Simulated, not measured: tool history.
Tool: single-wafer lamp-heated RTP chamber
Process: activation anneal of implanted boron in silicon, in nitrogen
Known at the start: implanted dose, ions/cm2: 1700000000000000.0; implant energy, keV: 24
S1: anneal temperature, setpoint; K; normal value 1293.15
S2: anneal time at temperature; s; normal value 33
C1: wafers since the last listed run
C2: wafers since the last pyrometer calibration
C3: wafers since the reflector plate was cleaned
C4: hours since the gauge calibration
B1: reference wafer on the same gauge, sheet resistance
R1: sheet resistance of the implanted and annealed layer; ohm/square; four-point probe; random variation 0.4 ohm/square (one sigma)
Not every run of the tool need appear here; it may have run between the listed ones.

Run 1, day 0.000: usual settings but S2 44 s; C1 0; C2 6692; C3 5408; C4 133.5; B1 63.73. Result: R1 76.42 ohm/square.
At day 1.917: pyrometer window cleaned and pyrometer calibrated.
Run 2, day 1.938: usual settings but S2 44 s; C1 911; C2 11; C3 6319; C4 180.0; B1 63.64. Result: R1 76.43 ohm/square.
Run 3, day 2.325: usual settings; C1 220; C2 231; C3 6539; C4 189.3; B1 63.73. Result: R1 77.15 ohm/square.
Run 4, day 2.996: usual settings; C1 380; C2 612; C3 6920; C4 205.4; B1 63.75. Result: R1 76.37 ohm/square.
Run 5, day 3.379: usual settings; C1 217; C2 829; C3 7138; C4 214.6; B1 63.73. Result: R1 76.46 ohm/square.
Run 6, day 3.667: usual settings; C1 163; C2 993; C3 7301; C4 221.5; B1 63.66. Result: R1 77.10 ohm/square.
Run 7, day 4.921: usual settings but S2 39 s; C1 712; C2 1705; C3 8013; C4 251.6; B1 63.76. Result: R1 76.49 ohm/square.
Run 8, day 5.333: usual settings but S2 39 s; C1 234; C2 1939; C3 8248; C4 261.5; B1 63.69. Result: R1 76.88 ohm/square.
Run 9, day 5.783: usual settings but S2 43 s; C1 255; C2 2195; C3 8503; C4 272.3; B1 63.71. Result: R1 77.00 ohm/square.
At day 5.883: gauge calibrated.
Run 10, day 6.367: usual settings but S2 43 s; C1 331; C2 2526; C3 8834; C4 11.6; B1 63.75. Result: R1 76.57 ohm/square.
Run 11, day 6.912: usual settings but S2 43 s; C1 309; C2 2836; C3 9144; C4 24.7; B1 63.67. Result: R1 76.85 ohm/square.
Run 12, day 7.488: usual settings; C1 326; C2 3162; C3 9471; C4 38.5; B1 63.66. Result: R1 78.06 ohm/square.
Run 13, day 8.146: usual settings; C1 373; C2 3536; C3 9845; C4 54.3; B1 63.72. Result: R1 77.98 ohm/square.
Run 14, day 8.767: usual settings; C1 352; C2 3889; C3 10197; C4 69.2; B1 63.62. Result: R1 77.47 ohm/square.
Run 15, day 9.092: usual settings but S1 1301.15 K; C1 184; C2 4073; C3 10382; C4 77.0; B1 63.74. Result: R1 76.41 ohm/square.
Run 16, day 9.400: usual settings but S1 1301.15 K; C1 175; C2 4248; C3 10557; C4 84.4; B1 63.72. Result: R1 75.93 ohm/square.
Run 17, day 9.908: usual settings but S1 1301.15 K; C1 288; C2 4537; C3 10846; C4 96.6; B1 63.68. Result: R1 76.09 ohm/square.
Run 18, day 10.508: usual settings but S2 50 s; C1 340; C2 4878; C3 11186; C4 111.0; B1 63.69. Result: R1 76.42 ohm/square.
Run 19, day 10.796: usual settings but S1 1280.15 K, S2 16 s; C1 163; C2 5041; C3 11350; C4 117.9; B1 63.64. Result: R1 82.03 ohm/square.
Run 20, day 11.071: usual settings but S1 1264.15 K, S2 47 s; C1 156; C2 5197; C3 11506; C4 124.5; B1 63.71. Result: R1 82.14 ohm/square.
At day 12.571: reflector plate cleaned.
Run 21, day 13.100: usual settings; C1 963; C2 6160; C3 301; C4 173.2; B1 63.68. Result: R1 77.78 ohm/square.
Run 22, day 13.579: usual settings but S1 1314.15 K, S2 15 s; C1 272; C2 6433; C3 573; C4 184.7; B1 63.75. Result: R1 75.63 ohm/square.
Run 23, day 14.662: usual settings but S1 1263.15 K, S2 50 s; C1 615; C2 7048; C3 1188; C4 210.7; B1 63.65. Result: R1 82.49 ohm/square.
Run 24, day 14.950: usual settings but S1 1312.15 K, S2 25 s; C1 163; C2 7211; C3 1351; C4 217.6; B1 63.65. Result: R1 74.82 ohm/square.
Run 25, day 15.492: usual settings; C1 307; C2 7519; C3 1659; C4 230.6; B1 63.62. Result: R1 78.00 ohm/square.
Run 26, day 15.879: usual settings but S1 1309.15 K; C1 220; C2 7739; C3 1879; C4 239.9; B1 63.77. Result: R1 74.74 ohm/square.
At day 16.438: pyrometer window cleaned and pyrometer calibrated.
Run 27, day 16.458: usual settings but S1 1305.15 K, S2 47 s; C1 139; C2 12; C3 2019; C4 253.8; B1 63.69. Result: R1 73.96 ohm/square.
Run 28, day 16.754: usual settings but S1 1302.15 K, S2 26 s; C1 168; C2 180; C3 2187; C4 260.9; B1 63.68. Result: R1 76.67 ohm/square.
Run 29, day 17.238: usual settings but S1 1309.15 K; C1 274; C2 454; C3 2461; C4 272.5; B1 63.64. Result: R1 74.65 ohm/square.
Run 30, day 17.562: usual settings but S2 51 s; C1 184; C2 639; C3 2646; C4 280.3; B1 63.69. Result: R1 75.87 ohm/square.
Run 31, day 17.896: usual settings but S1 1322.15 K, S2 20 s; C1 189; C2 828; C3 2835; C4 288.3; B1 63.65. Result: R1 73.77 ohm/square.
At day 18.421: gauge calibrated.
Run 32, day 18.608: usual settings; C1 404; C2 1233; C3 3239; C4 4.5; B1 63.69. Result: R1 76.75 ohm/square.
Run 33, day 19.300: usual settings but S1 1265.15 K, S2 50 s; C1 392; C2 1625; C3 3632; C4 21.1; B1 63.67. Result: R1 81.47 ohm/square.
Run 34, day 19.708: usual settings but S1 1304.15 K, S2 20 s; C1 231; C2 1857; C3 3864; C4 30.9; B1 63.71. Result: R1 76.86 ohm/square.
Run 35, day 20.354: usual settings but S1 1265.15 K, S2 25 s; C1 366; C2 2224; C3 4231; C4 46.4; B1 63.77. Result: R1 84.80 ohm/square.
Run 36, day 21.021: usual settings but S2 26 s; C1 378; C2 2603; C3 4610; C4 62.4; B1 63.63. Result: R1 78.14 ohm/square.

For each entry between runs, how does the tool's hidden state at the last listed run before it compare with that at the first listed run after it?
Logged between run 1 and run 2: pyrometer window cleaned and pyrometer calibrated (day 1.917)
  the hidden state is the same at both runs
Logged between run 9 and run 10: gauge calibrated (day 5.883)
  the hidden state is the same at both runs
Logged between run 20 and run 21: reflector plate cleaned (day 12.571)
  the hidden state is the same at both runs
Logged between run 26 and run 27: pyrometer window cleaned and pyrometer calibrated (day 16.438)
  the hidden state is the same at both runs
Logged between run 31 and run 32: gauge calibrated (day 18.421)
  the hidden state is the same at both runs

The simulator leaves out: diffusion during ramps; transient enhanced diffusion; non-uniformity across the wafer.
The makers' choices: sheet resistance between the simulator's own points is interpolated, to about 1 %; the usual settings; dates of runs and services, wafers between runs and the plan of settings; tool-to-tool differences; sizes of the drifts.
